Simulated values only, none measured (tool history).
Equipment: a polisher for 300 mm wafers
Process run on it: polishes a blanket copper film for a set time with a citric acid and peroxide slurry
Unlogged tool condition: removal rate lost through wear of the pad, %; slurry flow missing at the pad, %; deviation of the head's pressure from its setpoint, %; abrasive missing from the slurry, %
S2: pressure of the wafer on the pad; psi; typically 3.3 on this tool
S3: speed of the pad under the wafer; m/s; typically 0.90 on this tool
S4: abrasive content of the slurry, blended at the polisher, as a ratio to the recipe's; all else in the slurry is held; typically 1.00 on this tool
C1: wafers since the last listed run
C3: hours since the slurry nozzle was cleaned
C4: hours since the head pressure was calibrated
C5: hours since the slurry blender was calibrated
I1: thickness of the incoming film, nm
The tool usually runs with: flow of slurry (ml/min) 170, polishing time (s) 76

run 1 day=0.000 | flow_of_slurry_(ml/min)=170 S2=3.3 S3=0.90 S4=1.00 polishing_time_(s)=76 | C1=0 wafers_polished_on_this_pad=1025 C3=453.0 C4=1211.3 C5=22.5 | I1=942.0 | film_removed_(Å)=1871
-- day=0.571 worn pad replaced by a new one
run 2 day=0.592 | flow_of_slurry_(ml/min)=170 S2=3.3 S3=0.90 S4=1.00 polishing_time_(s)=76 | C1=92 wafers_polished_on_this_pad=4 C3=467.2 C4=1225.5 C5=36.7 | I1=943.0 | film_removed_(Å)=1817
run 3 day=1.117 | flow_of_slurry_(ml/min)=170 S2=3.3 S3=0.90 S4=1.00 polishing_time_(s)=76 | C1=114 wafers_polished_on_this_pad=118 C3=479.8 C4=1238.1 C5=49.3 | I1=923.6 | film_removed_(Å)=1816
run 4 day=1.675 | flow_of_slurry_(ml/min)=170 S2=3.3 S3=0.66 S4=1.00 polishing_time_(s)=76 | C1=121 wafers_polished_on_this_pad=240 C3=493.2 C4=1251.5 C5=62.7 | I1=930.4 | film_removed_(Å)=1397
run 5 day=2.417 | flow_of_slurry_(ml/min)=170 S2=3.3 S3=0.66 S4=1.00 polishing_time_(s)=76 | C1=161 wafers_polished_on_this_pad=401 C3=511.0 C4=1269.3 C5=80.5 | I1=925.8 | film_removed_(Å)=1413
run 6 day=3.112 | flow_of_slurry_(ml/min)=170 S2=3.3 S3=0.66 S4=1.00 polishing_time_(s)=76 | C1=151 wafers_polished_on_this_pad=552 C3=527.7 C4=1286.0 C5=97.2 | I1=939.1 | film_removed_(Å)=1391
run 7 day=3.729 | flow_of_slurry_(ml/min)=160 S2=3.3 S3=1.06 S4=1.00 polishing_time_(s)=76 | C1=134 wafers_polished_on_this_pad=686 C3=542.5 C4=1300.8 C5=112.0 | I1=961.0 | film_removed_(Å)=2132
run 8 day=4.079 | flow_of_slurry_(ml/min)=160 S2=3.3 S3=1.06 S4=1.00 polishing_time_(s)=76 | C1=76 wafers_polished_on_this_pad=762 C3=550.9 C4=1309.2 C5=120.4 | I1=957.4 | film_removed_(Å)=2143
run 9 day=4.429 | flow_of_slurry_(ml/min)=160 S2=3.3 S3=1.06 S4=1.00 polishing_time_(s)=76 | C1=76 wafers_polished_on_this_pad=838 C3=559.3 C4=1317.6 C5=128.8 | I1=932.9 | film_removed_(Å)=2118
-- day=5.125 worn pad replaced by a new one
run 10 day=5.146 | flow_of_slurry_(ml/min)=170 S2=4.2 S3=0.90 S4=1.00 polishing_time_(s)=76 | C1=119 wafers_polished_on_this_pad=4 C3=576.5 C4=1334.8 C5=146.0 | I1=945.4 | film_removed_(Å)=2306
-- day=5.371 slurry nozzle cleaned
-- day=5.442 head pressure recalibrated
run 11 day=5.625 | flow_of_slurry_(ml/min)=170 S2=4.2 S3=0.90 S4=1.00 polishing_time_(s)=76 | C1=79 wafers_polished_on_this_pad=83 C3=6.1 C4=4.4 C5=157.5 | I1=951.1 | film_removed_(Å)=2270
run 12 day=6.129 | flow_of_slurry_(ml/min)=170 S2=3.3 S3=0.90 S4=1.15 polishing_time_(s)=76 | C1=109 wafers_polished_on_this_pad=193 C3=18.2 C4=16.5 C5=169.6 | I1=939.8 | film_removed_(Å)=1918
run 13 day=6.388 | flow_of_slurry_(ml/min)=170 S2=3.3 S3=0.90 S4=1.15 polishing_time_(s)=76 | C1=56 wafers_polished_on_this_pad=249 C3=24.4 C4=22.7 C5=175.8 | I1=939.5 | film_removed_(Å)=1912
-- day=6.817 slurry blender recalibrated
run 14 day=6.838 | flow_of_slurry_(ml/min)=170 S2=3.3 S3=0.90 S4=1.15 polishing_time_(s)=76 | C1=79 wafers_polished_on_this_pad=329 C3=35.2 C4=33.5 C5=0.5 | I1=950.7 | film_removed_(Å)=1907
run 15 day=7.333 | flow_of_slurry_(ml/min)=170 S2=3.3 S3=0.90 S4=1.00 polishing_time_(s)=76 | C1=107 wafers_polished_on_this_pad=437 C3=47.1 C4=45.4 C5=12.4 | I1=943.9 | film_removed_(Å)=1833
run 16 day=7.783 | flow_of_slurry_(ml/min)=125 S2=4.5 S3=0.90 S4=1.00 polishing_time_(s)=51 | C1=97 wafers_polished_on_this_pad=534 C3=57.9 C4=56.2 C5=23.2 | I1=943.3 | film_removed_(Å)=1508
run 17 day=9.138 | flow_of_slurry_(ml/min)=200 S2=3.3 S3=0.90 S4=0.80 polishing_time_(s)=76 | C1=294 wafers_polished_on_this_pad=829 C3=90.4 C4=88.7 C5=55.7 | I1=950.1 | film_removed_(Å)=1756
run 18 day=9.583 | flow_of_slurry_(ml/min)=170 S2=3.3 S3=0.90 S4=1.00 polishing_time_(s)=76 | C1=96 wafers_polished_on_this_pad=926 C3=101.1 C4=99.4 C5=66.4 | I1=934.1 | film_removed_(Å)=1856
run 19 day=10.246 | flow_of_slurry_(ml/min)=170 S2=3.3 S3=0.90 S4=1.20 polishing_time_(s)=56 | C1=144 wafers_polished_on_this_pad=1070 C3=117.0 C4=115.3 C5=82.3 | I1=944.4 | film_removed_(Å)=1432
-- day=10.446 worn pad replaced by a new one
run 20 day=10.700 | flow_of_slurry_(ml/min)=170 S2=3.3 S3=0.90 S4=1.00 polishing_time_(s)=85 | C1=62 wafers_polished_on_this_pad=55 C3=127.9 C4=126.2 C5=93.2 | I1=939.0 | film_removed_(Å)=2048
run 21 day=11.338 | flow_of_slurry_(ml/min)=170 S2=3.3 S3=0.90 S4=1.00 polishing_time_(s)=85 | C1=138 wafers_polished_on_this_pad=194 C3=143.2 C4=141.5 C5=108.5 | I1=945.0 | film_removed_(Å)=2061
run 22 day=11.925 | flow_of_slurry_(ml/min)=185 S2=3.3 S3=1.12 S4=0.90 polishing_time_(s)=76 | C1=127 wafers_polished_on_this_pad=321 C3=157.3 C4=155.6 C5=122.6 | I1=946.1 | film_removed_(Å)=2219
run 23 day=12.233 | flow_of_slurry_(ml/min)=170 S2=3.3 S3=0.90 S4=1.25 polishing_time_(s)=93 | C1=67 wafers_polished_on_this_pad=388 C3=164.7 C4=163.0 C5=130.0 | I1=923.4 | film_removed_(Å)=2378
run 24 day=12.858 | flow_of_slurry_(ml/min)=170 S2=3.3 S3=0.90 S4=1.00 polishing_time_(s)=76 | C1=135 wafers_polished_on_this_pad=524 C3=179.7 C4=178.0 C5=145.0 | I1=938.6 | film_removed_(Å)=1812
run 25 day=13.325 | flow_of_slurry_(ml/min)=170 S2=2.9 S3=0.80 S4=1.00 polishing_time_(s)=57 | C1=101 wafers_polished_on_this_pad=626 C3=190.9 C4=189.2 C5=156.2 | I1=946.3 | film_removed_(Å)=1105
run 26 day=13.992 | flow_of_slurry_(ml/min)=170 S2=4.0 S3=0.60 S4=0.80 polishing_time_(s)=85 | C1=144 wafers_polished_on_this_pad=771 C3=206.9 C4=205.2 C5=172.2 | I1=944.8 | film_removed_(Å)=1601
run 27 day=14.367 | flow_of_slurry_(ml/min)=170 S2=3.3 S3=0.90 S4=1.00 polishing_time_(s)=76 | C1=81 wafers_polished_on_this_pad=852 C3=215.9 C4=214.2 C5=181.2 | I1=943.2 | film_removed_(Å)=1803
-- day=14.525 slurry blender recalibrated
-- day=15.167 worn pad replaced by a new one
run 28 day=15.188 | flow_of_slurry_(ml/min)=145 S2=3.3 S3=1.14 S4=0.70 polishing_time_(s)=98 | C1=124 wafers_polished_on_this_pad=4 C3=235.6 C4=233.9 C5=15.9 | I1=950.5 | film_removed_(Å)=2538
run 29 day=15.467 | flow_of_slurry_(ml/min)=170 S2=3.3 S3=0.66 S4=1.00 polishing_time_(s)=76 | C1=60 wafers_polished_on_this_pad=65 C3=242.3 C4=240.6 C5=22.6 | I1=944.9 | film_removed_(Å)=1395

What was the tool's hidden state at every run in the log?
removal rate lost through wear of the pad, %: 0 in every run
slurry flow missing at the pad, %: 0 in every run
deviation of the head's pressure from its setpoint, %: 0 in every run
abrasive missing from the slurry, %: 0 in every run

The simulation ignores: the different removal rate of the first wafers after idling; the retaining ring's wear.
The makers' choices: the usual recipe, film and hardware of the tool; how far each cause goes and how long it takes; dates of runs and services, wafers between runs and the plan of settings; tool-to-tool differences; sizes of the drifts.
